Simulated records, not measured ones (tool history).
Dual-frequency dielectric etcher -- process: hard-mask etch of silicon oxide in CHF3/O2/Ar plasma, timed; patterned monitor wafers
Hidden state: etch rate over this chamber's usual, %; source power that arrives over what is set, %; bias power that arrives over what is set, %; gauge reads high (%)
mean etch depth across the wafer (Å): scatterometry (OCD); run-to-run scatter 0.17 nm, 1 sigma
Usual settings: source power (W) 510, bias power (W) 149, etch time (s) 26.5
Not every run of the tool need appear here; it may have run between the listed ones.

run    hour  source power (W)  bias power (W)  etch time (s)  wafers since the last listed run  hours since the last wet clean  hours since the last source power generator calibration  hours since the last bias power generator calibration  hours since the last upper electrode change  hours since the gauge calibration  read-back reference wafer on the same gauge, depth_nm  mean etch depth across the wafer (Å)
  1     0.0               510             149           24.0                                 0                           320.1                                                   4558.5                                                 1316.0                                       2478.4                             1140.1                                                  39.47                                 405.3
  2    39.8               510             149           24.0                               666                           359.9                                                   4598.3                                                 1355.8                                       2518.2                             1179.9                                                  39.47                                 404.2
       41.3  -- gauge calibrated
  3   108.6               420             149           26.5                              1151                           428.7                                                   4667.1                                                 1424.6                                       2587.0                               67.3                                                  39.55                                 414.4
  4   161.0               420             149           26.5                               877                           481.1                                                   4719.5                                                 1477.0                                       2639.4                              119.7                                                  39.47                                 415.6
      222.3  -- wet clean of the chamber
  5   232.8               420             149           26.5                               800                            10.5                                                   4791.3                                                 1548.8                                       2711.2                              191.5                                                  39.43                                 415.9
  6   274.0               510             149           26.5                               689                            51.7                                                   4832.5                                                 1590.0                                       2752.4                              232.7                                                  39.58                                 448.7
  7   301.5               510             149           26.5                               460                            79.2                                                   4860.0                                                 1617.5                                       2779.9                              260.2                                                  39.52                                 448.1
  8   361.3               510             127           24.5                              1000                           139.0                                                   4919.8                                                 1677.3                                       2839.7                              320.0                                                  39.51                                 385.2
  9   431.1               510             127           24.5                              1168                           208.8                                                   4989.6                                                 1747.1                                       2909.5                              389.8                                                  39.48                                 384.4
 10   577.8               510             149           26.5                              2455                           355.5                                                   5136.3                                                 1893.8                                       3056.2                              536.5                                                  39.47                                 447.1
      594.1  -- bias power generator calibrated
      646.8  -- upper electrode replaced
 11   715.3               510             158           26.5                              1832                           493.0                                                   5273.8                                                  121.2                                         68.5                              674.0                                                  39.42                                 459.4
 12   768.6               510             158           26.5                               892                           546.3                                                   5327.1                                                  174.5                                        121.8                              727.3                                                  39.48                                 460.6
      819.3  -- wet clean of the chamber
      832.7  -- source power generator calibrated
 13   833.9               510             149           26.5                               624                            14.6                                                      1.2                                                  239.8                                        187.1                              792.6                                                  39.49                                 446.8
 14   880.6               510             149           26.5                               781                            61.3                                                     47.9                                                  286.5                                        233.8                              839.3                                                  39.50                                 450.9
 15   933.0               380             171           19.5                               877                           113.7                                                    100.3                                                  338.9                                        286.2                              891.7                                                  39.49                                 311.4
 16  1111.3               510             149           26.5                              2984                           292.0                                                    278.6                                                  517.2                                        464.5                             1070.0                                                  39.51                                 445.2
 17  1138.4               540             149           20.5                               453                           319.1                                                    305.7                                                  544.3                                        491.6                             1097.1                                                  39.49                                 353.3
 18  1192.1               510             149           24.0                               898                           372.8                                                    359.4                                                  598.0                                        545.3                             1150.8                                                  39.49                                 407.7
     1226.2  -- gauge calibrated
 19  1251.0               510             149           30.0                               985                           431.7                                                    418.3                                                  656.9                                        604.2                               24.8                                                  39.50                                 505.9
 20  1295.3               570             117           32.0                               741                           476.0                                                    462.6                                                  701.2                                        648.5                               69.1                                                  39.45                                 504.9
 21  1341.5               460             149           26.5                               773                           522.2                                                    508.8                                                  747.4                                        694.7                              115.3                                                  39.54                                 427.2
     1382.3  -- wet clean of the chamber
 22  1382.8               510             149           26.5                               289                             0.5                                                    550.1                                                  788.7                                        736.0                              156.6                                                  39.56                                 446.8
 23  1439.2               460             171           26.5                               944                            56.9                                                    606.5                                                  845.1                                        792.4                              213.0                                                  39.49                                 455.5
 24  1471.0               570             118           26.5                               532                            88.7                                                    638.3                                                  876.9                                        824.2                              244.8                                                  39.55                                 423.4
 25  1497.9               400             121           26.5                               450                           115.6                                                    665.2                                                  903.8                                        851.1                              271.7                                                  39.49                                 371.7
 26  1527.3               510             184           26.5                               492                           145.0                                                    694.6                                                  933.2                                        880.5                              301.1                                                  39.46                                 488.3
 27  1598.8               560             149           30.0                              1196                           216.5                                                    766.1                                                 1004.7                                        952.0                              372.6                                                  39.48                                 525.0
 28  1667.0               510             149           33.0                              1141                           284.7                                                    834.3                                                 1072.9                                       1020.2                              440.8                                                  39.46                                 556.4
 29  1761.0               510             125           26.5                              1573                           378.7                                                    928.3                                                 1166.9                                       1114.2                              534.8                                                  39.50                                 411.5

What if the next run were any one of these 5? Each begins from the tool's condition after run 29:
  A  1761.4               510             149           26.5                                 6                           379.1                                                    928.7                                                 1167.3                                       1114.6                              535.2                                                      ?                                     ?
  B  1761.4               560             149           26.5                                 6                           379.1                                                    928.7                                                 1167.3                                       1114.6                              535.2                                                      ?                                     ?
  C  1761.4               510             149           29.0                                 6                           379.1                                                    928.7                                                 1167.3                                       1114.6                              535.2                                                      ?                                     ?
  D  1761.4               570             149           29.5                                 6                           379.1                                                    928.7                                                 1167.3                                       1114.6                              535.2                                                      ?                                     ?
  E  1761.4               590             119           29.0                                 6                           379.1                                                    928.7                                                 1167.3                                       1114.6                              535.2                                                      ?                                     ?

run  read-back reference wafer on the same gauge, depth_nm  mean etch depth across the wafer (Å)
  A                                                  39.52                                 448.8
  B                                                  39.52                                 465.4
  C                                                  39.52                                 491.1
  D                                                  39.52                                 521.6
  E                                                  39.52                                 472.0
Without the tool's hidden state the same runs would have given:
run  mean etch depth across the wafer (Å)
  A                                 448.8
  B                                 465.4
  C                                 491.1
  D                                 521.6
  E                                 472.0
